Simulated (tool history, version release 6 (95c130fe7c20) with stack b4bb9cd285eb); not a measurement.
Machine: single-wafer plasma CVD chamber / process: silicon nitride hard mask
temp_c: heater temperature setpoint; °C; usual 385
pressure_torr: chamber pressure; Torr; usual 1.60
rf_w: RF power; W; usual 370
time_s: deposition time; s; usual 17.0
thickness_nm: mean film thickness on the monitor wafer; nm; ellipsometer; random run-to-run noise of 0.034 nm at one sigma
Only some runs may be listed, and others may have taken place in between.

run	day	temp_c	pressure_torr	rf_w	time_s	wafers since the last listed run	hours since the last thermocouple change	hours since the last RF generator calibration	hours since the last manometer calibration	hours since the showerhead was replaced	hours since the gauge calibration	read-back reference wafer on the same gauge, thickness_nm	thickness_nm
1	0.000	390	1.60	370	17.0	0	2480.6	732.8	1866.5	26.7	202.4	23.206	18.293
2	0.542	390	1.60	370	17.0	466	2493.6	745.8	1879.5	39.7	215.4	23.202	18.235
3	1.188	385	1.87	370	14.7	555	2509.1	761.3	1895.0	55.2	230.9	23.199	16.722
4	1.571	385	1.87	370	14.7	329	2518.3	770.5	1904.2	64.4	240.1	23.214	16.745
# day 2.200: thermocouple changed; heater temperature recalibrated
5	2.288	385	1.91	405	14.1	329	2.1	787.7	1921.4	81.6	257.3	23.198	17.293
6	2.708	385	1.60	370	17.0	362	12.2	797.8	1931.5	91.7	267.4	23.197	18.326
7	3.262	379	1.31	350	19.9	476	25.5	811.1	1944.8	105.0	280.7	23.199	19.030
8	3.825	385	1.47	370	19.7	484	39.0	824.6	1958.3	118.5	294.2	23.198	20.571
9	4.275	392	1.30	435	18.3	387	49.8	835.4	1969.1	129.3	305.0	23.202	20.407
10	5.012	375	1.88	340	18.3	634	67.5	853.1	1986.8	147.0	322.7	23.200	19.456
# day 5.458: RF generator calibrated
11	5.479	385	1.43	370	17.0	114	78.7	0.5	1998.0	158.2	333.9	23.207	18.073
# day 5.692: gauge calibrated
12	5.979	385	1.60	370	17.0	430	90.7	12.5	2010.0	170.2	6.9	23.206	18.777
13	6.317	392	1.45	370	15.8	290	98.8	20.6	2018.1	178.3	15.0	23.192	16.794
# day 7.562: capacitance manometer re-zeroed and calibrated
14	7.583	385	1.60	370	17.0	803	129.2	51.0	0.5	208.7	45.4	23.215	19.191
15	7.929	385	1.92	370	17.0	297	137.5	59.3	8.8	217.0	53.7	23.199	20.368
16	8.658	385	1.99	370	15.9	627	155.0	76.8	26.3	234.5	71.2	23.198	19.212
17	9.225	393	1.78	425	19.1	487	168.6	90.4	39.9	248.1	84.8	23.211	24.509
18	9.546	370	1.60	425	15.0	276	176.3	98.1	47.6	255.8	92.5	23.198	18.718
19	9.896	385	1.92	370	17.0	301	184.7	106.5	56.0	264.2	100.9	23.197	20.247
20	10.638	389	1.28	335	19.2	638	202.5	124.3	73.8	282.0	118.7	23.209	18.140
21	11.329	385	1.60	335	17.0	595	219.1	140.9	90.4	298.6	135.3	23.203	17.458
22	11.817	385	1.44	370	18.5	419	230.8	152.6	102.1	310.3	147.0	23.199	19.827
23	12.112	372	1.30	330	18.0	254	237.9	159.7	109.2	317.4	154.1	23.197	16.909
24	12.754	385	1.60	370	20.3	552	253.3	175.1	124.6	332.8	169.5	23.197	22.532
25	13.108	385	1.83	370	18.7	304	261.8	183.6	133.1	341.3	178.0	23.200	21.732
26	13.779	385	1.60	370	17.0	577	277.9	199.7	149.2	357.4	194.1	23.197	18.792
27	14.133	385	1.60	370	17.0	304	286.4	208.2	157.7	365.9	202.6	23.202	18.849
28	14.692	385	1.28	370	17.0	480	299.8	221.6	171.1	379.3	216.0	23.203	17.316

Below are 5 alternative next runs, each starting from the tool's condition after run 28. Predict each:
A	14.708	385	1.60	370	17.0	14	300.2	222.0	171.5	379.7	216.4	?	?
B	14.708	376	1.90	320	19.3	14	300.2	222.0	171.5	379.7	216.4	?	?
C	14.708	396	1.28	415	20.1	14	300.2	222.0	171.5	379.7	216.4	?	?
D	14.708	385	1.60	440	17.0	14	300.2	222.0	171.5	379.7	216.4	?	?
E	14.708	371	1.87	370	17.0	14	300.2	222.0	171.5	379.7	216.4	?	?

run	read-back reference wafer on the same gauge, thickness_nm	thickness_nm
A	23.202	18.776
B	23.202	20.109
C	23.202	22.101
D	23.202	21.348
E	23.202	19.930
Take away the tool's hidden state, keep each run's random variation, and the runs would have read:
run	thickness_nm
A	19.369
B	20.752
C	22.789
D	21.993
E	20.550
